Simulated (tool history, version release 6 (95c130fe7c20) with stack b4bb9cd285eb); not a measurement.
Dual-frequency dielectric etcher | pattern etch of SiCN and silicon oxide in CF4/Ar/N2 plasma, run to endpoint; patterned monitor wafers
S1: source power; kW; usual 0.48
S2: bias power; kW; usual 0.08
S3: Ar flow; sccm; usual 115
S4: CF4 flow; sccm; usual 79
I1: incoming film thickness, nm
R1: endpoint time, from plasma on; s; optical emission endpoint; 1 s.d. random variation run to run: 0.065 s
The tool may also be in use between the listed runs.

Run 1, hour 0: usual settings but S4 71 sccm; I1 8.88. Result: R1 9.9 s.
Run 2, hour 35.9: usual settings but S4 71 sccm; I1 8.98. Result: R1 10 s.
Run 3, hour 45.4: usual settings but S4 88 sccm; I1 9. Result: R1 10 s.
Run 4, hour 59.9: usual settings but S4 88 sccm; I1 8.99. Result: R1 10 s.
Run 5, hour 76.6: usual settings; I1 8.96. Result: R1 10.1 s.
Run 6, hour 88.2: usual settings; I1 8.95. Result: R1 9.9 s.
Run 7, hour 98.9: usual settings; I1 8.95. Result: R1 9.9 s.
Run 8, hour 107.9: usual settings; I1 9.03. Result: R1 10.1 s.
Run 9, hour 122.2: usual settings; I1 9.14. Result: R1 10.3 s.
Run 10, hour 152.9: usual settings but S1 0.52 kW; I1 9.08. Result: R1 8.7 s.
Run 11, hour 153.3: usual settings but S1 0.52 kW, S3 96 sccm; I1 8.99. Result: R1 8.5 s.
Run 12, hour 153.6: usual settings but S1 0.41 kW, S2 0.086 kW, S3 135 sccm, S4 72 sccm; I1 9. Result: R1 11.3 s.
Run 13, hour 180.9: usual settings but S3 89 sccm, S4 65 sccm; I1 9.04. Result: R1 9.5 s.
Run 14, hour 181.2: usual settings; I1 8.94. Result: R1 9.4 s.
Run 15, hour 181.6: usual settings but S4 97 sccm; I1 9.02. Result: R1 9.2 s.
Run 16, hour 194.1: usual settings but S1 0.54 kW, S2 0.088 kW, S3 129 sccm, S4 60 sccm; I1 9.07. Result: R1 8.5 s.
Run 17, hour 202: usual settings but S3 90 sccm, S4 63 sccm; I1 8.96. Result: R1 9.5 s.
Run 18, hour 210.2: usual settings but S2 0.096 kW, S4 64 sccm; I1 9.03. Result: R1 9.1 s.
Run 19, hour 223.7: usual settings but S2 0.067 kW, S4 93 sccm; I1 9.06. Result: R1 9.9 s.
Run 20, hour 239.8: usual settings; I1 8.98. Result: R1 9.5 s.
Run 21, hour 248.6: usual settings but S1 0.54 kW, S2 0.096 kW, S3 129 sccm, S4 98 sccm; I1 9. Result: R1 7.9 s.
Run 22, hour 256.4: usual settings but S2 0.099 kW; I1 9.02. Result: R1 9 s.
Run 23, hour 264.9: usual settings but S2 0.098 kW; I1 8.97. Result: R1 9 s.
Run 24, hour 282.1: usual settings but S1 0.39 kW, S2 0.093 kW, S3 101 sccm, S4 97 sccm; I1 9. Result: R1 11.4 s.
Run 25, hour 291.2: usual settings; I1 8.98. Result: R1 9.6 s.

Missing from the log above: 6 entries noted between runs. For each, name the pair of listed runs it sits between and say how the tool's hidden condition differs from the listed run just before to the listed run just after:
From run 1 to run 2: Ar flow controller replaced (hour 34.2)
  etch rate over this chamber's usual, %: -5.01 -> -5.32
  measured value less the no-hidden-state value, R1: +0.4 -> +0.5 s
From run 6 to run 7: bias power generator calibrated (hour 95)
  etch rate over this chamber's usual, %: -5.77 -> -5.86
  measured value less the no-hidden-state value, R1: +0.5 -> +0.6 s
From run 9 to run 10: wet clean of the chamber (hour 152.4)
  etch rate over this chamber's usual, %: -6.06 -> -0.193
  measured value less the no-hidden-state value, R1: +0.6 -> +0 s
From run 12 to run 13: source power generator calibrated (hour 159.8); upper electrode replaced (hour 177.5); CF4 flow controller replaced (hour 180.4)
  etch rate over this chamber's usual, %: -0.199 -> -0.435
  measured value less the no-hidden-state value, R1: +0 -> +0 s
